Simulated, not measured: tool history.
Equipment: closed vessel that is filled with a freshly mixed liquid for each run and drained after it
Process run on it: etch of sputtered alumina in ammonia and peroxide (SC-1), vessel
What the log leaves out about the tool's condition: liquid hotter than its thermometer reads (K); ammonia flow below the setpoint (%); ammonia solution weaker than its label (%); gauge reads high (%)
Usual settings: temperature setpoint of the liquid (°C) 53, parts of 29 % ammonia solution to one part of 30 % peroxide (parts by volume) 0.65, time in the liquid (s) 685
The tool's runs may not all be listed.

run,hour,temperature setpoint of the liquid (°C),parts of 29 % ammonia solution to one part of 30 % peroxide (parts by volume),time in the liquid (s),wafers since the last listed run,hours since the thermometer was replaced,hours since the ammonia flow meter was replaced,hours since the drum of ammonia solution was connected,hours since the gauge calibration,"read-back film thickness of the sputtered alumina reference wafer, read on the same gauge (nm)",thickness taken off the sputtered alumina on a monitor wafer (Å)
1,0,53,0.65,685,0,436.2,44.6,187.7,1280.7,60.02,294.9
2,37.3,53,0.65,685,1511,473.5,81.9,225,1318,60,296
3,89.9,53,0.65,685,2131,526.1,134.5,277.6,1370.6,59.99,295.3
4,192.7,53,0.65,685,4165,628.9,237.3,380.4,1473.4,59.98,292.8
5,264.5,53,0.65,685,2909,700.7,309.1,452.2,1545.2,60.02,297.2
6,312.8,53,0.65,785,1957,749,357.4,500.5,1593.5,59.99,338.7
7,385.3,53,0.65,560,2937,821.5,429.9,573,1666,60.05,243.6
# hour 449.8: ammonia flow meter replaced
8,465,53,0.65,560,3188,901.2,15.2,652.7,1745.7,60.05,240.2
9,550.4,53,0.65,560,3460,986.6,100.6,738.1,1831.1,60.05,243.6
# hour 568.9: new drum of ammonia solution connected
# hour 657: thermometer replaced
10,839.6,53,0.65,685,11637,182.6,389.8,270.7,2120.3,60.01,307.2
# hour 890.1: ammonia flow meter replaced
11,928.4,53,0.65,685,3557,271.4,38.3,359.5,2209.1,59.99,306.8
# hour 986.3: thermometer replaced, repeated, since the last time left the tool worse
12,1024.8,53,0.65,685,3865,38.5,134.7,455.9,2305.5,59.99,290.3
13,1068.7,59,0.85,420,1778,82.4,178.6,499.8,2349.4,59.96,251.6
# hour 1068.7: gauge calibrated
14,1141.6,53,0.65,685,2953,155.3,251.5,572.7,72.9,60.03,291.5
15,1216.5,46.5,0.9,1075,3034,230.2,326.4,647.6,147.8,60.02,330.9
16,1287.7,53,0.65,855,2884,301.4,397.6,718.8,219,60.02,368.1
# hour 1293.4: new drum of ammonia solution connected
17,1346.2,53,0.65,410,2329,359.9,456.1,52.8,277.5,60.02,175.4
# hour 1410.8: ammonia flow meter replaced
18,1435.9,56,0.65,850,3594,449.6,25.1,142.5,367.2,59.98,424.8
19,1527.6,49,0.65,335,3715,541.3,116.8,234.2,458.9,59.97,115.9
20,1580.5,56,0.65,1070,2143,594.2,169.7,287.1,511.8,59.98,538.7
21,1653.8,53,0.65,685,2970,667.5,243,360.4,585.1,59.97,295.6
22,1707.6,53,0.5,330,2179,721.3,296.8,414.2,638.9,60,139.7
23,1777.3,53,0.65,685,2824,791,366.5,483.9,708.6,59.99,294.8
24,1828.2,50,0.75,535,2062,841.9,417.4,534.8,759.5,60.01,200

Alternative continuations, all from the tool just after run 24; predict every row:
A,1829,53,0.65,685,32,842.7,418.2,535.6,760.3,?,?
B,1829,53,0.65,900,32,842.7,418.2,535.6,760.3,?,?
C,1829,56,0.75,815,32,842.7,418.2,535.6,760.3,?,?

run,"read-back film thickness of the sputtered alumina reference wafer, read on the same gauge (nm)",thickness taken off the sputtered alumina on a monitor wafer (Å)
A,59.94,295.1
B,59.94,387.7
C,59.94,417.4
Had the tool no hidden state, the same runs would have come out as:
run,thickness taken off the sputtered alumina on a monitor wafer (Å)
A,289.4
B,380.3
C,409.6
